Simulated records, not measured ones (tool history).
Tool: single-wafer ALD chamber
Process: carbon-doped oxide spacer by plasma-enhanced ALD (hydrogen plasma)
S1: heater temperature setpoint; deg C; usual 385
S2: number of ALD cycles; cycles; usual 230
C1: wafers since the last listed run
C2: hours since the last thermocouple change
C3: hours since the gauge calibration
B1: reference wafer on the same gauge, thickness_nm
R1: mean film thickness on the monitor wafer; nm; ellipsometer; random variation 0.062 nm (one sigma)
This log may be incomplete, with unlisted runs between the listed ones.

{"run": 1, "day": 0.0, "S1": 385, "S2": 230, "C1": 0, "C2": 415.2, "C3": 2453.5, "B1": 12.97, "R1": 11.592}
{"run": 2, "day": 3.571, "S1": 385, "S2": 230, "C1": 93, "C2": 500.9, "C3": 2539.2, "B1": 12.994, "R1": 11.549}
{"run": 3, "day": 5.167, "S1": 388, "S2": 247, "C1": 41, "C2": 539.2, "C3": 2577.5, "B1": 12.925, "R1": 12.367}
{"run": 4, "day": 7.312, "S1": 388, "S2": 247, "C1": 56, "C2": 590.7, "C3": 2629, "B1": 12.937, "R1": 12.547}
{"run": 5, "day": 12.062, "S1": 373, "S2": 230, "C1": 123, "C2": 704.7, "C3": 2743, "B1": 12.923, "R1": 11.495}
{"run": 6, "day": 19.579, "S1": 373, "S2": 230, "C1": 196, "C2": 885.1, "C3": 2923.4, "B1": 12.885, "R1": 11.603}
{"run": 7, "day": 22.325, "S1": 385, "S2": 230, "C1": 71, "C2": 951, "C3": 2989.3, "B1": 12.901, "R1": 11.587}
{"run": 8, "day": 24.921, "S1": 385, "S2": 230, "C1": 67, "C2": 1013.3, "C3": 3051.6, "B1": 12.868, "R1": 11.461}
{"run": 9, "day": 28.954, "S1": 385, "S2": 230, "C1": 105, "C2": 1110.1, "C3": 3148.4, "B1": 12.865, "R1": 11.576}
{"run": 10, "day": 31.729, "S1": 385, "S2": 230, "C1": 72, "C2": 1176.7, "C3": 3215, "B1": 12.826, "R1": 11.407}
{"run": 11, "day": 34.2, "S1": 385, "S2": 230, "C1": 64, "C2": 1236, "C3": 3274.3, "B1": 12.832, "R1": 11.479}
{"day": 34.642, "done": "gauge calibrated"}
{"run": 12, "day": 36.571, "S1": 385, "S2": 230, "C1": 61, "C2": 1292.9, "C3": 46.3, "B1": 13.456, "R1": 12.026}
{"run": 13, "day": 38.796, "S1": 385, "S2": 230, "C1": 58, "C2": 1346.3, "C3": 99.7, "B1": 13.442, "R1": 12.077}
{"run": 14, "day": 40.646, "S1": 396, "S2": 230, "C1": 48, "C2": 1390.7, "C3": 144.1, "B1": 13.388, "R1": 12.066}
{"run": 15, "day": 43.075, "S1": 396, "S2": 230, "C1": 63, "C2": 1449, "C3": 202.4, "B1": 13.408, "R1": 11.983}
{"run": 16, "day": 45.075, "S1": 385, "S2": 230, "C1": 52, "C2": 1497, "C3": 250.4, "B1": 13.429, "R1": 12.041}
{"run": 17, "day": 48.962, "S1": 385, "S2": 259, "C1": 101, "C2": 1590.3, "C3": 343.7, "B1": 13.355, "R1": 13.464}
{"run": 18, "day": 52.429, "S1": 385, "S2": 259, "C1": 90, "C2": 1673.5, "C3": 426.9, "B1": 13.378, "R1": 13.515}
{"run": 19, "day": 54.233, "S1": 385, "S2": 217, "C1": 47, "C2": 1716.8, "C3": 470.2, "B1": 13.373, "R1": 11.267}
{"run": 20, "day": 56.888, "S1": 372, "S2": 185, "C1": 69, "C2": 1780.5, "C3": 533.9, "B1": 13.386, "R1": 9.57}
{"run": 21, "day": 59.096, "S1": 397, "S2": 243, "C1": 57, "C2": 1833.5, "C3": 586.9, "B1": 13.358, "R1": 12.773}
{"run": 22, "day": 60.792, "S1": 397, "S2": 190, "C1": 44, "C2": 1874.2, "C3": 627.6, "B1": 13.372, "R1": 9.822}
{"run": 23, "day": 62.35, "S1": 395, "S2": 241, "C1": 40, "C2": 1911.6, "C3": 665, "B1": 13.34, "R1": 12.506}
{"run": 24, "day": 66.429, "S1": 385, "S2": 252, "C1": 106, "C2": 2009.5, "C3": 762.9, "B1": 13.344, "R1": 13.124}
{"run": 25, "day": 70.288, "S1": 385, "S2": 230, "C1": 100, "C2": 2102.1, "C3": 855.5, "B1": 13.347, "R1": 11.851}
{"run": 26, "day": 71.804, "S1": 373, "S2": 270, "C1": 39, "C2": 2138.5, "C3": 891.9, "B1": 13.301, "R1": 13.963}
{"run": 27, "day": 74.542, "S1": 385, "S2": 230, "C1": 71, "C2": 2204.2, "C3": 957.6, "B1": 13.321, "R1": 11.926}
{"day": 87.421, "done": "thermocouple changed; heater temperature recalibrated"}
{"run": 28, "day": 87.471, "S1": 385, "S2": 230, "C1": 328, "C2": 1.2, "C3": 1267.9, "B1": 13.246, "R1": 11.941}
{"run": 29, "day": 90.562, "S1": 385, "S2": 230, "C1": 80, "C2": 75.4, "C3": 1342.1, "B1": 13.244, "R1": 11.811}
{"run": 30, "day": 93.779, "S1": 385, "S2": 230, "C1": 83, "C2": 152.6, "C3": 1419.3, "B1": 13.277, "R1": 11.784}
{"run": 31, "day": 95.704, "S1": 371, "S2": 218, "C1": 50, "C2": 198.8, "C3": 1465.5, "B1": 13.221, "R1": 11.131}
{"run": 32, "day": 97.267, "S1": 385, "S2": 217, "C1": 40, "C2": 236.3, "C3": 1503, "B1": 13.193, "R1": 11.221}
{"run": 33, "day": 105.467, "S1": 391, "S2": 190, "C1": 214, "C2": 433.1, "C3": 1699.8, "B1": 13.183, "R1": 9.714}
{"run": 34, "day": 108.812, "S1": 385, "S2": 230, "C1": 87, "C2": 513.4, "C3": 1780.1, "B1": 13.145, "R1": 11.77}
{"run": 35, "day": 111.196, "S1": 385, "S2": 230, "C1": 62, "C2": 570.6, "C3": 1837.3, "B1": 13.149, "R1": 11.879}
{"run": 36, "day": 114.538, "S1": 385, "S2": 210, "C1": 87, "C2": 650.8, "C3": 1917.5, "B1": 13.169, "R1": 10.736}

List, for all runs, the conditions of the tool that the log does not record:
wafer temperature above the value expected at the setpoint (K): 0, the same for each run
H1: gauge reads high (%)
run=1 H1=-3.91
run=2 H1=-4.02
run=3 H1=-4.06
run=4 H1=-4.12
run=5 H1=-4.26
run=6 H1=-4.47
run=7 H1=-4.55
run=8 H1=-4.63
run=9 H1=-4.74
run=10 H1=-4.82
run=11 H1=-4.89
run=12 H1=-0.383
run=13 H1=-0.446
run=14 H1=-0.499
run=15 H1=-0.569
run=16 H1=-0.626
run=17 H1=-0.738
run=18 H1=-0.837
run=19 H1=-0.889
run=20 H1=-0.965
run=21 H1=-1.03
run=22 H1=-1.08
run=23 H1=-1.12
run=24 H1=-1.24
run=25 H1=-1.35
run=26 H1=-1.39
run=27 H1=-1.47
run=28 H1=-1.84
run=29 H1=-1.93
run=30 H1=-2.02
run=31 H1=-2.08
run=32 H1=-2.12
run=33 H1=-2.36
run=34 H1=-2.45
run=35 H1=-2.52
run=36 H1=-2.62
